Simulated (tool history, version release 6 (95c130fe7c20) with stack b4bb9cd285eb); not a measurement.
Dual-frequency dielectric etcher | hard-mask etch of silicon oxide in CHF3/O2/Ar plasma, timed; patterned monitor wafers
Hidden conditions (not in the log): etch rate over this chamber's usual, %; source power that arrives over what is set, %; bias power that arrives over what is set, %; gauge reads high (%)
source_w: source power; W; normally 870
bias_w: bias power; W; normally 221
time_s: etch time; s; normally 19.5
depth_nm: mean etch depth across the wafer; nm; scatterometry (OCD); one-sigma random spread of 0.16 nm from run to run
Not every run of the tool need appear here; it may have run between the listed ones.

run,day,source_w,bias_w,time_s,wafers since the last listed run,hours since the last wet clean,hours since the last source power generator calibration,hours since the last bias power generator calibration,hours since the last upper electrode change,hours since the gauge calibration,"read-back reference wafer on the same gauge, depth_nm",depth_nm
1,0.000,870,221,17.0,0,0.5,3448.9,3292.5,4794.6,107.2,45.55,42.64
2,0.104,870,221,19.5,34,3.0,3451.4,3295.0,4797.1,109.7,45.46,48.71
3,0.738,870,221,19.5,212,18.2,3466.6,3310.2,4812.3,124.9,45.45,48.91
4,1.117,870,221,19.5,127,27.3,3475.7,3319.3,4821.4,134.0,45.59,49.04
5,1.467,870,221,19.5,117,35.7,3484.1,3327.7,4829.8,142.4,45.55,48.72
6,1.746,870,221,19.5,93,42.4,3490.8,3334.4,4836.5,149.1,45.49,48.99
7,2.371,870,221,19.5,209,57.4,3505.8,3349.4,4851.5,164.1,45.56,49.10
8,2.792,870,221,19.5,141,67.5,3515.9,3359.5,4861.6,174.2,45.54,49.13
# day 3.108: source power generator calibrated
9,3.133,920,221,19.5,58,75.7,0.6,3367.7,4869.8,182.4,45.59,49.97
# day 3.375: bias power generator calibrated
10,3.762,920,221,19.5,155,90.8,15.7,9.3,4884.9,197.5,45.50,49.65
11,4.354,920,221,19.5,198,105.0,29.9,23.5,4899.1,211.7,45.53,49.41
12,4.642,1080,236,16.0,96,111.9,36.8,30.4,4906.0,218.6,45.55,43.36
# day 5.850: upper electrode replaced
13,5.871,700,221,23.5,76,141.4,66.3,59.9,0.5,248.1,45.49,55.50
14,6.012,870,221,19.5,47,144.8,69.7,63.3,3.9,251.5,45.49,49.27
15,6.725,870,221,19.5,239,161.9,86.8,80.4,21.0,268.6,45.46,48.91
16,6.975,710,221,25.0,83,167.9,92.8,86.4,27.0,274.6,45.48,59.47
17,7.404,770,221,24.5,144,178.2,103.1,96.7,37.3,284.9,45.51,59.47
# day 7.858: gauge calibrated
18,7.912,870,221,19.5,170,190.4,115.3,108.9,49.5,1.3,45.48,48.74
19,8.238,870,221,19.5,109,198.2,123.1,116.7,57.3,9.1,45.50,49.15
20,8.779,870,199,15.0,181,211.2,136.1,129.7,70.3,22.1,45.50,36.67
21,9.179,650,236,16.5,134,220.8,145.7,139.3,79.9,31.7,45.51,38.72
22,9.750,1050,258,17.5,191,234.5,159.4,153.0,93.6,45.4,45.51,48.10
23,10.017,1070,271,14.5,89,240.9,165.8,159.4,100.0,51.8,45.52,40.44
24,10.392,870,221,19.5,125,249.9,174.8,168.4,109.0,60.8,45.51,48.77
25,10.762,790,184,15.0,124,258.8,183.7,177.3,117.9,69.7,45.51,35.21
26,11.279,1060,177,19.5,173,271.2,196.1,189.7,130.3,82.1,45.49,49.43
27,12.429,730,221,17.5,385,298.8,223.7,217.3,157.9,109.7,45.47,41.52
28,12.958,1050,177,16.5,177,311.5,236.4,230.0,170.6,122.4,45.43,41.71
29,13.483,870,221,19.5,176,324.1,249.0,242.6,183.2,135.0,45.52,48.58

Each row is a separate what-if for the run after 29, all from the same tool condition, not one after another. Results?
A,13.500,870,221,19.5,5,324.5,249.4,243.0,183.6,135.4,?,?
B,13.500,730,183,19.5,5,324.5,249.4,243.0,183.6,135.4,?,?
C,13.500,740,267,19.5,5,324.5,249.4,243.0,183.6,135.4,?,?
D,13.500,720,179,22.0,5,324.5,249.4,243.0,183.6,135.4,?,?
E,13.500,870,167,23.0,5,324.5,249.4,243.0,183.6,135.4,?,?

run,"read-back reference wafer on the same gauge, depth_nm",depth_nm
A,45.47,49.13
B,45.47,44.85
C,45.47,49.18
D,45.47,50.17
E,45.47,54.51
Without the tool's hidden state the same runs would have given:
run,depth_nm
A,49.13
B,44.85
C,49.18
D,50.17
E,54.51
